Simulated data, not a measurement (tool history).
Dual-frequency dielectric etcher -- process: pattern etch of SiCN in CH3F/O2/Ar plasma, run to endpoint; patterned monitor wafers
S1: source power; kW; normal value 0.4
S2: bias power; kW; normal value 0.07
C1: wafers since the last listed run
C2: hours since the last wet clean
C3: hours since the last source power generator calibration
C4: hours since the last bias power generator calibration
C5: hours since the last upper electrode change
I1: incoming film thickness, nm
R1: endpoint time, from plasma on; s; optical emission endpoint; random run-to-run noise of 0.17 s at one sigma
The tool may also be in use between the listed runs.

run    hour    S1     S2    C1     C2      C3      C4      C5     I1    R1
  1       0   0.4  0.082     0  329.7  1216.3  2868.1  3500.5  12.79  31.8
  2    86.9   0.4  0.082  1563  416.6  1303.2    2955  3587.4  13.06  32.3
  3   149.4   0.4   0.07  1124  479.1  1365.7  3017.5  3649.9  12.83    33
        210  -- wet clean of the chamber
  4     239   0.4   0.07  1179     29  1455.3  3107.1  3739.5  12.84  32.7
  5   451.9   0.4   0.07  3829  241.9  1668.2    3320  3952.4     13  33.4
  6     544   0.4   0.07  1656    334  1760.3  3412.1  4044.5  12.93  32.9
  7     601   0.4  0.083  1025    391  1817.3  3469.1  4101.5  12.91  31.7
  8   679.6   0.4  0.083  1413  469.6  1895.9  3547.7  4180.1  12.84  31.8
  9   775.7   0.4  0.083  1728  565.7    1992  3643.8  4276.2  12.86  31.7
      822.6  -- wet clean of the chamber
 10   845.6   0.4   0.07   825     23  2061.9  3713.7  4346.1  13.04  32.9
 11   982.8  0.37  0.082  2467  160.2  2199.1  3850.9  4483.3  12.88  33.2
 12  1038.9   0.4   0.07  1009  216.3  2255.2    3907  4539.4  12.95  33.1
 13  1144.2   0.4   0.07  1894  321.6  2360.5  4012.3  4644.7  12.95    33
 14  1207.3   0.4   0.07  1134  384.7  2423.6  4075.4  4707.8  12.86  32.5
     1318.2  -- upper electrode replaced
     1342.2  -- wet clean of the chamber
 15  1342.7   0.4   0.07  1572    0.5    2559  4210.8    24.5  12.87  32.8
 16  1376.2   0.4   0.07   602     34  2592.5  4244.3      58  12.87    33
 17  1442.8   0.4   0.07  1197  100.6  2659.1  4310.9   124.6  12.87  32.9
 18  1510.4  0.46   0.07  1215  168.2  2726.7  4378.5   192.2  13.02  31.3
 19  1593.9   0.4   0.07  1501  251.7  2810.2    4462   275.7  12.84  32.7
 20  1664.2   0.4   0.07  1264    322  2880.5  4532.3     346  12.99  32.8
       1680  -- bias power generator calibrated
 21  1722.6  0.43   0.07   978  380.4  2938.9    42.6   404.4  12.89    32
 22  1882.4  0.48  0.085  2874  540.2  3098.7   202.4   564.2  12.69  28.5
     1974.3  -- wet clean of the chamber
 23  1974.8   0.4  0.084  1230    0.5  3191.1   294.8   656.6  12.84  31.6
 24  2020.4   0.5   0.07   820   46.1  3236.7   340.4   702.2   12.9  29.6
     2083.1  -- source power generator calibrated
 25  2121.6  0.32  0.056  1748  147.3    38.5   441.6   803.4  12.86  37.9
 26  2222.8   0.3   0.06  1820  248.5   139.7   542.8   904.6  13.08  39.6
 27  2322.7  0.35   0.07  1796  348.4   239.6   642.7  1004.5  12.94  35.1
 28  2419.6   0.4  0.055  1742  445.3   336.5   739.6  1101.4  12.86  34.1
     2464.5  -- wet clean of the chamber
 29  2472.1   0.4   0.07   512    7.6     389   792.1  1153.9  12.76  32.8
 30  2513.6  0.31  0.076   746   49.1   430.5   833.6  1195.4  12.98  37.2
 31  2615.6  0.44  0.061  1834  151.1   532.5   935.6  1297.4  12.98  32.8
 32  2700.2  0.37  0.056  1521  235.7   617.1  1020.2    1382  12.98  35.7
 33  2805.9  0.35  0.054  1901  341.4   722.8  1125.9  1487.7  12.94    37
 34  2861.4   0.4   0.07   998  396.9   778.3  1181.4  1543.2  12.76  32.6

3 ways to go on from here, each from the tool as it stands after run 34. What would each give?
  A  2861.8   0.4   0.07   7  397.3  778.7  1181.8  1543.6  12.87   ?
  B  2861.8   0.4  0.054   7  397.3  778.7  1181.8  1543.6  12.87   ?
  C  2861.8  0.45  0.052   7  397.3  778.7  1181.8  1543.6  12.87   ?

run    R1
  A  32.6
  B    34
  C  32.3
Stripped of hidden state, with their random variation kept, the same runs would have yielded:
run    R1
  A  32.6
  B    34
  C  32.3
